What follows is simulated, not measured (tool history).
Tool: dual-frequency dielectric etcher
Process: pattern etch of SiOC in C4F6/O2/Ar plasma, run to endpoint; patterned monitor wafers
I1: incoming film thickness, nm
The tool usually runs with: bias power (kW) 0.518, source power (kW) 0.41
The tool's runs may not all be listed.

{"run": 1, "day": 0.0, "bias power (kW)": 0.518, "source power (kW)": 0.41, "I1": 43.19, "endpoint time (s)": 14.9}
{"run": 2, "day": 0.25, "bias power (kW)": 0.518, "source power (kW)": 0.41, "I1": 43.55, "endpoint time (s)": 15.1}
{"run": 3, "day": 0.717, "bias power (kW)": 0.465, "source power (kW)": 0.41, "I1": 43.01, "endpoint time (s)": 15.8}
{"run": 4, "day": 0.979, "bias power (kW)": 0.465, "source power (kW)": 0.41, "I1": 43.36, "endpoint time (s)": 15.9}
{"day": 2.033, "done": "upper electrode replaced"}
{"run": 5, "day": 2.054, "bias power (kW)": 0.465, "source power (kW)": 0.41, "I1": 43.73, "endpoint time (s)": 16.1}
{"run": 6, "day": 2.067, "bias power (kW)": 0.518, "source power (kW)": 0.41, "I1": 43.12, "endpoint time (s)": 15.2}
{"run": 7, "day": 2.454, "bias power (kW)": 0.518, "source power (kW)": 0.41, "I1": 43.47, "endpoint time (s)": 15.2}
{"run": 8, "day": 2.871, "bias power (kW)": 0.518, "source power (kW)": 0.49, "I1": 42.71, "endpoint time (s)": 14.2}
{"run": 9, "day": 3.129, "bias power (kW)": 0.449, "source power (kW)": 0.41, "I1": 43.8, "endpoint time (s)": 16.3}
{"run": 10, "day": 3.771, "bias power (kW)": 0.484, "source power (kW)": 0.41, "I1": 43.07, "endpoint time (s)": 15.4}
{"run": 11, "day": 4.025, "bias power (kW)": 0.484, "source power (kW)": 0.41, "I1": 43.58, "endpoint time (s)": 15.9}
{"run": 12, "day": 4.721, "bias power (kW)": 0.408, "source power (kW)": 0.48, "I1": 43.78, "endpoint time (s)": 16.4}
{"run": 13, "day": 5.05, "bias power (kW)": 0.632, "source power (kW)": 0.38, "I1": 43.4, "endpoint time (s)": 14.2}
{"run": 14, "day": 5.396, "bias power (kW)": 0.566, "source power (kW)": 0.38, "I1": 43.51, "endpoint time (s)": 15}
{"run": 15, "day": 6.004, "bias power (kW)": 0.471, "source power (kW)": 0.47, "I1": 43.14, "endpoint time (s)": 15.3}
{"run": 16, "day": 6.671, "bias power (kW)": 0.449, "source power (kW)": 0.41, "I1": 43.33, "endpoint time (s)": 16.4}
{"run": 17, "day": 7.079, "bias power (kW)": 0.483, "source power (kW)": 0.36, "I1": 43.31, "endpoint time (s)": 16.4}
{"run": 18, "day": 8.396, "bias power (kW)": 0.581, "source power (kW)": 0.49, "I1": 43.81, "endpoint time (s)": 13.9}
{"day": 9.083, "done": "source power generator calibrated"}
{"run": 19, "day": 10.279, "bias power (kW)": 0.485, "source power (kW)": 0.36, "I1": 43.12, "endpoint time (s)": 16.4}
{"run": 20, "day": 10.738, "bias power (kW)": 0.429, "source power (kW)": 0.38, "I1": 43.62, "endpoint time (s)": 17.5}
{"run": 21, "day": 11.033, "bias power (kW)": 0.59, "source power (kW)": 0.48, "I1": 43.75, "endpoint time (s)": 14}
{"run": 22, "day": 11.483, "bias power (kW)": 0.458, "source power (kW)": 0.41, "I1": 44.22, "endpoint time (s)": 16.7}
{"day": 12.117, "done": "bias power generator calibrated"}
{"run": 23, "day": 12.146, "bias power (kW)": 0.561, "source power (kW)": 0.5, "I1": 43.92, "endpoint time (s)": 14.2}
{"run": 24, "day": 12.617, "bias power (kW)": 0.551, "source power (kW)": 0.48, "I1": 43.42, "endpoint time (s)": 14.3}
{"run": 25, "day": 13.292, "bias power (kW)": 0.518, "source power (kW)": 0.38, "I1": 43.14, "endpoint time (s)": 15.7}
{"run": 26, "day": 13.588, "bias power (kW)": 0.518, "source power (kW)": 0.41, "I1": 42.9, "endpoint time (s)": 15.3}
{"run": 27, "day": 13.879, "bias power (kW)": 0.518, "source power (kW)": 0.37, "I1": 43.14, "endpoint time (s)": 16}
{"run": 28, "day": 14.346, "bias power (kW)": 0.518, "source power (kW)": 0.41, "I1": 43.29, "endpoint time (s)": 15.6}
{"run": 29, "day": 16.254, "bias power (kW)": 0.435, "source power (kW)": 0.36, "I1": 43.23, "endpoint time (s)": 17.6}
{"run": 30, "day": 16.746, "bias power (kW)": 0.518, "source power (kW)": 0.41, "I1": 43.58, "endpoint time (s)": 15.8}
{"run": 31, "day": 17.212, "bias power (kW)": 0.485, "source power (kW)": 0.33, "I1": 43.52, "endpoint time (s)": 17.3}
{"run": 32, "day": 17.788, "bias power (kW)": 0.566, "source power (kW)": 0.44, "I1": 43.16, "endpoint time (s)": 14.8}
{"run": 33, "day": 18.042, "bias power (kW)": 0.43, "source power (kW)": 0.41, "I1": 43.72, "endpoint time (s)": 17.1}
{"run": 34, "day": 19.079, "bias power (kW)": 0.518, "source power (kW)": 0.41, "I1": 43.28, "endpoint time (s)": 15.6}
{"run": 35, "day": 19.721, "bias power (kW)": 0.562, "source power (kW)": 0.32, "I1": 42.66, "endpoint time (s)": 15.9}

Alternative continuations, all from the tool just after run 35; predict every row:
{"run": "A", "day": 19.738, "bias power (kW)": 0.518, "source power (kW)": 0.47, "I1": 43.37, "endpoint time (s)": "?"}
{"run": "B", "day": 19.738, "bias power (kW)": 0.518, "source power (kW)": 0.35, "I1": 43.37, "endpoint time (s)": "?"}
{"run": "C", "day": 19.738, "bias power (kW)": 0.592, "source power (kW)": 0.37, "I1": 43.37, "endpoint time (s)": "?"}
{"run": "D", "day": 19.738, "bias power (kW)": 0.518, "source power (kW)": 0.34, "I1": 43.37, "endpoint time (s)": "?"}

run=A endpoint_time_(s)=15.1
run=B endpoint_time_(s)=16.5
run=C endpoint_time_(s)=15.3
run=D endpoint_time_(s)=16.7
Stripped of hidden state, with their random variation kept, the same runs would have yielded:
run=A endpoint_time_(s)=14.4
run=B endpoint_time_(s)=15.8
run=C endpoint_time_(s)=14.6
run=D endpoint_time_(s)=16

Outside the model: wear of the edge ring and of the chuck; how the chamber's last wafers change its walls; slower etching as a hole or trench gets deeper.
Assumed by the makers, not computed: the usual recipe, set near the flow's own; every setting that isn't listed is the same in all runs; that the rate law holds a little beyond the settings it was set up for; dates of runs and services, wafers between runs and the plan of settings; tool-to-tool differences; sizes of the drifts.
